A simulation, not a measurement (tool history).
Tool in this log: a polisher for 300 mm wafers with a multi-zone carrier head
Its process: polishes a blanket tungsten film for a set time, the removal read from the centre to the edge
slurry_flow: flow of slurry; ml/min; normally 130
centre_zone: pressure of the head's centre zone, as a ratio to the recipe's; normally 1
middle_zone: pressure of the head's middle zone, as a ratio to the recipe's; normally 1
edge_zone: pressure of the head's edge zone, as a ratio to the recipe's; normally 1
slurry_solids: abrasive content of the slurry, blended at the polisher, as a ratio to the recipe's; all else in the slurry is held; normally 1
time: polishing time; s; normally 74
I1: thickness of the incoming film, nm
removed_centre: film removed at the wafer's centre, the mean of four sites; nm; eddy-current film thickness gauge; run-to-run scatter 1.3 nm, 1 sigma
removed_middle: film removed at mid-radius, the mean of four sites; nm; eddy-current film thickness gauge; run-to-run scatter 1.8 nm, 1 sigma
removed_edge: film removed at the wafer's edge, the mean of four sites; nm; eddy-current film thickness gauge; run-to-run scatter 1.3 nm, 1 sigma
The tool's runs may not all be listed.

run 1 day=0 | slurry_flow=130 centre_zone=1 middle_zone=1.04 edge_zone=1 slurry_solids=1 time=74 | I1=1228.9 | removed_centre=165.7 removed_middle=168 removed_edge=160.4
run 2 day=1.004 | slurry_flow=130 centre_zone=1 middle_zone=1.04 edge_zone=1 slurry_solids=1 time=74 | I1=1230.9 | removed_centre=165 removed_middle=170.3 removed_edge=158.4
run 3 day=2.304 | slurry_flow=130 centre_zone=1 middle_zone=1 edge_zone=1 slurry_solids=1 time=56 | I1=1209.6 | removed_centre=123.8 removed_middle=125.3 removed_edge=120.3
run 4 day=3.433 | slurry_flow=130 centre_zone=1 middle_zone=1 edge_zone=1 slurry_solids=1 time=56 | I1=1199.5 | removed_centre=123.7 removed_middle=123.3 removed_edge=119.1
-- day=6.096 carrier head's membrane replaced by a new one
run 5 day=6.342 | slurry_flow=130 centre_zone=1 middle_zone=1 edge_zone=1 slurry_solids=1 time=56 | I1=1230 | removed_centre=124.7 removed_middle=126.2 removed_edge=119.7
-- day=7.392 worn pad replaced by a new one
run 6 day=8.117 | slurry_flow=130 centre_zone=1 middle_zone=1 edge_zone=1 slurry_solids=1 time=74 | I1=1215.9 | removed_centre=162 removed_middle=165.6 removed_edge=159.9
run 7 day=10.558 | slurry_flow=130 centre_zone=1 middle_zone=1 edge_zone=1 slurry_solids=1 time=74 | I1=1241.6 | removed_centre=163.1 removed_middle=164.3 removed_edge=158.4
run 8 day=11.979 | slurry_flow=130 centre_zone=1 middle_zone=1 edge_zone=0.89 slurry_solids=1.15 time=74 | I1=1229.8 | removed_centre=168.5 removed_middle=166.9 removed_edge=156.1
run 9 day=13.821 | slurry_flow=90 centre_zone=1 middle_zone=1 edge_zone=0.91 slurry_solids=0.85 time=59 | I1=1212.3 | removed_centre=114.2 removed_middle=114.5 removed_edge=112.8
run 10 day=16.112 | slurry_flow=100 centre_zone=1.11 middle_zone=1 edge_zone=1 slurry_solids=1 time=74 | I1=1223.7 | removed_centre=172.7 removed_middle=154 removed_edge=154.3
-- day=17.7 slurry nozzle cleaned
-- day=18.762 worn pad replaced by a new one
run 11 day=19.004 | slurry_flow=100 centre_zone=0.9 middle_zone=1 edge_zone=1 slurry_solids=0.85 time=74 | I1=1234.3 | removed_centre=136.3 removed_middle=149.3 removed_edge=149.1
-- day=20.446 edge zone pressure recalibrated
run 12 day=21 | slurry_flow=130 centre_zone=1 middle_zone=1 edge_zone=1 slurry_solids=1 time=74 | I1=1202.5 | removed_centre=165.7 removed_middle=162.1 removed_edge=161.3
-- day=21.096 centre zone pressure recalibrated
run 13 day=22.579 | slurry_flow=130 centre_zone=1 middle_zone=1.04 edge_zone=1 slurry_solids=1 time=74 | I1=1209.7 | removed_centre=166.1 removed_middle=171.8 removed_edge=160.5
run 14 day=29.521 | slurry_flow=130 centre_zone=1 middle_zone=1 edge_zone=1 slurry_solids=1 time=74 | I1=1220.9 | removed_centre=163.2 removed_middle=166.8 removed_edge=159.4
-- day=30.417 worn pad replaced by a new one
run 15 day=31.479 | slurry_flow=85 centre_zone=1 middle_zone=0.94 edge_zone=1 slurry_solids=1 time=74 | I1=1212.4 | removed_centre=149.9 removed_middle=142.4 removed_edge=149.1
run 16 day=32.725 | slurry_flow=130 centre_zone=1 middle_zone=1 edge_zone=1 slurry_solids=1 time=74 | I1=1194.1 | removed_centre=164.9 removed_middle=163.2 removed_edge=157.9
run 17 day=34.571 | slurry_flow=130 centre_zone=1 middle_zone=1 edge_zone=1 slurry_solids=0.8 time=74 | I1=1242.9 | removed_centre=156.5 removed_middle=153.3 removed_edge=154.5
run 18 day=36.438 | slurry_flow=105 centre_zone=0.88 middle_zone=1.09 edge_zone=1 slurry_solids=1 time=82 | I1=1228.2 | removed_centre=152.4 removed_middle=189.2 removed_edge=170.3
run 19 day=38.992 | slurry_flow=130 centre_zone=0.93 middle_zone=1 edge_zone=0.89 slurry_solids=1.3 time=86 | I1=1215.8 | removed_centre=189.5 removed_middle=196.6 removed_edge=187.3
-- day=40.683 worn pad replaced by a new one
run 20 day=40.704 | slurry_flow=130 centre_zone=1 middle_zone=1 edge_zone=1 slurry_solids=1 time=97 | I1=1220.4 | removed_centre=216.9 removed_middle=212.6 removed_edge=209

List, for all runs, the conditions of the tool that the log does not record:
removal rate lost through wear of the pad, %: 0 at every run
slurry flow missing at the pad, %: 0 at every run
deviation of the centre zone's pressure from its setpoint, %: 0 at every run
deviation of the edge zone's pressure from its setpoint, %: 0 at every run

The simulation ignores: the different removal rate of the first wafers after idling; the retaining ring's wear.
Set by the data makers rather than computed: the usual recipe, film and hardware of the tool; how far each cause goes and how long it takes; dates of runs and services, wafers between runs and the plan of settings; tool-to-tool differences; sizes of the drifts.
